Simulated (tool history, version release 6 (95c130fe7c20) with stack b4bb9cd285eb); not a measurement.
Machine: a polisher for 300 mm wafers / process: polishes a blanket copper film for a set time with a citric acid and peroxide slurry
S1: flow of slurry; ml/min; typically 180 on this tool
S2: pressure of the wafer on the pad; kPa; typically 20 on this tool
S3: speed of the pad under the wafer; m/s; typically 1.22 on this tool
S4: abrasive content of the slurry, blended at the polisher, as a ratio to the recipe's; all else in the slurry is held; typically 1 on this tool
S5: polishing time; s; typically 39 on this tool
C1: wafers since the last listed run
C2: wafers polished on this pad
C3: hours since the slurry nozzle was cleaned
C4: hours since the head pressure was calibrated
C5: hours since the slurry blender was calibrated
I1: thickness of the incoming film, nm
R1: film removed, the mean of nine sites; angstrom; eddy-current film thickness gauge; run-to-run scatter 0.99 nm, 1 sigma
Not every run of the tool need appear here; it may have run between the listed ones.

run   hour   S1    S2    S3    S4  S5   C1    C2     C3     C4     C5     I1    R1
  1      0  180    20  1.22     1  39    0   261   31.2    831  176.7  631.7   991
  2   14.4  180    20  1.22     1  39  118   379   45.6  845.4  191.1  649.7  1006
  3   22.5  180    20  1.22     1  39   66   446   53.7  853.5  199.2  639.8  1008
  4   30.3  180    20  1.22     1  39   64   510   61.5  861.3    207  635.7  1010
  5   39.8  180    20  1.22     1  39   78   588     71  870.8  216.5  639.3   995
  6     53  180    20  1.22     1  39  108   696   84.2    884  229.7  636.5  1006
  7     64  225  26.2  0.98     1  39   90   787   95.2    895  240.7  645.5  1153
      66.6  -- slurry blender recalibrated
      80.1  -- head pressure recalibrated
  8   81.7  180    20  1.22  0.75  39  112   899  112.9    1.6   15.1  629.6   929
  9   96.7  145    20  1.22     1  39  123  1023  127.9   16.6   30.1  648.5   967
 10  106.1  195    20  1.22     1  39   77  1100  137.3     26   39.5  630.9  1012
     119.9  -- worn pad replaced by a new one
 11    124  180  22.1  1.34     1  39  114    33  155.2   43.9   57.4  635.1  1197
 12    141  145    20  1.22     1  39  139   173  172.2   60.9   74.4  645.5   943
 13  154.9  180    20  1.22     1  39  114   287  186.1   74.8   88.3  635.3  1020
 14  170.6  180    20  1.56     1  39  128   416  201.8   90.5    104  645.7  1196
 15  184.2  180    20   1.1     1  33  111   528  215.4  104.1  117.6  644.8   776
 16  201.7  180    20  1.22     1  39  143   672  232.9  121.6  135.1  637.5   977
 17  215.1  180    20  1.22     1  39  110   782  246.3    135  148.5  631.5   999
 18  225.8  180    20  1.22     1  39   87   870    257  145.7  159.2  642.6  1023
 19  237.7  180    20  1.22  0.75  43   97   967  268.9  157.6  171.1  638.9  1002
 20  246.2  180  22.1  1.22     1  39   69  1037  277.4  166.1  179.6  647.7  1097
     262.9  -- worn pad replaced by a new one
 21  279.7  180    20  1.22     1  39  242   138  310.9  199.6  213.1  643.8   996
     287.1  -- slurry nozzle cleaned
 22  297.3  180    20  1.22     1  43  136   274   10.2  217.2  230.7  639.1  1100
 23    309  150    20  1.22  1.15  39   96   370   21.9  228.9  242.4  632.2   998
 24  325.9  210    20  1.22     1  39  138   509   38.8  245.8  259.3  637.3  1023
 25  340.7  165    20  1.22   0.8  26  121   631   53.6  260.6  274.1    639   622
 26  347.1  180  16.5  1.22     1  39   52   683     60    267  280.5    645   832
     349.9  -- slurry blender recalibrated
 27  363.3  200    20  1.22     1  28  116   800   76.2  283.2   13.4  650.3   730
 28    379  135    20  1.22     1  50  128   929   91.9  298.9   29.1  635.6  1220
     387.2  -- worn pad replaced by a new one
 29  390.9  225    20   1.6   0.9  26   64    30  103.8  310.8     41  629.2   832
 30  397.7  180    20  1.22   1.2  39   55    86  110.6  317.6   47.8  644.2  1050
 31  415.5  180  16.5  1.22     1  39  146   232  128.4  335.4   65.6  637.7   828

Alternative continuations, all from the tool just after run 31; predict every row:
  A  415.9  180  20  1.22    1  39   3  236  128.8  335.8  66  648.2   ?
  B  415.9  200  20  1.22    1  39   3  236  128.8  335.8  66  648.2   ?
  C  415.9  180  20  0.88    1  39   3  236  128.8  335.8  66  648.2   ?
  D  415.9  225  20  1.12  0.7  33   3  236  128.8  335.8  66  648.2   ?

run    R1
  A   995
  B  1011
  C   785
  D   742
What these runs would have given with no unlogged condition in the tool:
run    R1
  A   995
  B  1011
  C   785
  D   742

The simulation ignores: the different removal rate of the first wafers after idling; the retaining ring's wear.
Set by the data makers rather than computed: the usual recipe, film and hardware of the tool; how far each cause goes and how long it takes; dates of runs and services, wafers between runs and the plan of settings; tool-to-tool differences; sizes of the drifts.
